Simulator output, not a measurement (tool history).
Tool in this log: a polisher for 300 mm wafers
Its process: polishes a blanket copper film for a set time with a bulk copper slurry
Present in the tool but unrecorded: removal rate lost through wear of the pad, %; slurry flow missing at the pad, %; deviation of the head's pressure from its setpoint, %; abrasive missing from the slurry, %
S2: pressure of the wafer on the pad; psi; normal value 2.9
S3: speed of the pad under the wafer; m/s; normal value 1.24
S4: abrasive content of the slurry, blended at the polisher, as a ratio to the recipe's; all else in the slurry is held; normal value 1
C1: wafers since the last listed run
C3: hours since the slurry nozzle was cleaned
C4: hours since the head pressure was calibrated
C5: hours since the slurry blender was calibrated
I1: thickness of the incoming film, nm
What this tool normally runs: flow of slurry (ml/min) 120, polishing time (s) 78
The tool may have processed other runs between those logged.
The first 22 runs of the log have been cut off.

run 23 hour=508.4 | flow_of_slurry_(ml/min)=105 S2=2.9 S3=0.98 S4=1.15 polishing_time_(s)=53 | C1=344 wafers_polished_on_this_pad=1862 C3=484 C4=588.8 C5=102.2 | I1=2527.4 | film_removed_(angstrom)=4059
run 24 hour=537.1 | flow_of_slurry_(ml/min)=120 S2=2.9 S3=1.24 S4=1 polishing_time_(s)=78 | C1=326 wafers_polished_on_this_pad=2188 C3=512.7 C4=617.5 C5=130.9 | I1=2515.9 | film_removed_(angstrom)=7517
run 25 hour=555.1 | flow_of_slurry_(ml/min)=120 S2=2.9 S3=1.24 S4=1.25 polishing_time_(s)=78 | C1=204 wafers_polished_on_this_pad=2392 C3=530.7 C4=635.5 C5=148.9 | I1=2538.9 | film_removed_(angstrom)=7854
-- hour=560.9 worn pad replaced by a new one
run 26 hour=579.9 | flow_of_slurry_(ml/min)=120 S2=2.1 S3=1.62 S4=1 polishing_time_(s)=94 | C1=236 wafers_polished_on_this_pad=215 C3=555.5 C4=660.3 C5=173.7 | I1=2597.1 | film_removed_(angstrom)=8468
run 27 hour=598.9 | flow_of_slurry_(ml/min)=135 S2=3.7 S3=0.82 S4=1 polishing_time_(s)=96 | C1=215 wafers_polished_on_this_pad=431 C3=574.5 C4=679.3 C5=192.7 | I1=2575.2 | film_removed_(angstrom)=7956
run 28 hour=620.6 | flow_of_slurry_(ml/min)=85 S2=2.9 S3=0.86 S4=1 polishing_time_(s)=78 | C1=246 wafers_polished_on_this_pad=677 C3=596.2 C4=701 C5=214.4 | I1=2561.4 | film_removed_(angstrom)=4694
run 29 hour=636.2 | flow_of_slurry_(ml/min)=120 S2=3.4 S3=0.92 S4=0.9 polishing_time_(s)=62 | C1=177 wafers_polished_on_this_pad=855 C3=611.8 C4=716.6 C5=230 | I1=2524.2 | film_removed_(angstrom)=5042
run 30 hour=651.1 | flow_of_slurry_(ml/min)=160 S2=3.8 S3=1.24 S4=1 polishing_time_(s)=78 | C1=169 wafers_polished_on_this_pad=1024 C3=626.7 C4=731.5 C5=244.9 | I1=2606.1 | film_removed_(angstrom)=10311

Predict each of these 4 candidate next runs independently; none follows another, all start after run 30:
run A hour=651.5 | flow_of_slurry_(ml/min)=120 S2=2.9 S3=1.24 S4=1 polishing_time_(s)=78 | C1=4 wafers_polished_on_this_pad=1028 C3=627.1 C4=731.9 C5=245.3 | I1=2589.9 | film_removed_(angstrom)=?
run B hour=651.5 | flow_of_slurry_(ml/min)=160 S2=2.9 S3=1.24 S4=1 polishing_time_(s)=78 | C1=4 wafers_polished_on_this_pad=1028 C3=627.1 C4=731.9 C5=245.3 | I1=2589.9 | film_removed_(angstrom)=?
run C hour=651.5 | flow_of_slurry_(ml/min)=120 S2=2.9 S3=1.46 S4=1 polishing_time_(s)=78 | C1=4 wafers_polished_on_this_pad=1028 C3=627.1 C4=731.9 C5=245.3 | I1=2589.9 | film_removed_(angstrom)=?
run D hour=651.5 | flow_of_slurry_(ml/min)=120 S2=3.8 S3=1.24 S4=1 polishing_time_(s)=78 | C1=4 wafers_polished_on_this_pad=1028 C3=627.1 C4=731.9 C5=245.3 | I1=2589.9 | film_removed_(angstrom)=?

run=A film_removed_(angstrom)=7360
run=B film_removed_(angstrom)=7872
run=C film_removed_(angstrom)=8652
run=D film_removed_(angstrom)=9644
Without the tool's hidden state the same runs would have given:
run=A film_removed_(angstrom)=7643
run=B film_removed_(angstrom)=8098
run=C film_removed_(angstrom)=8984
run=D film_removed_(angstrom)=10015
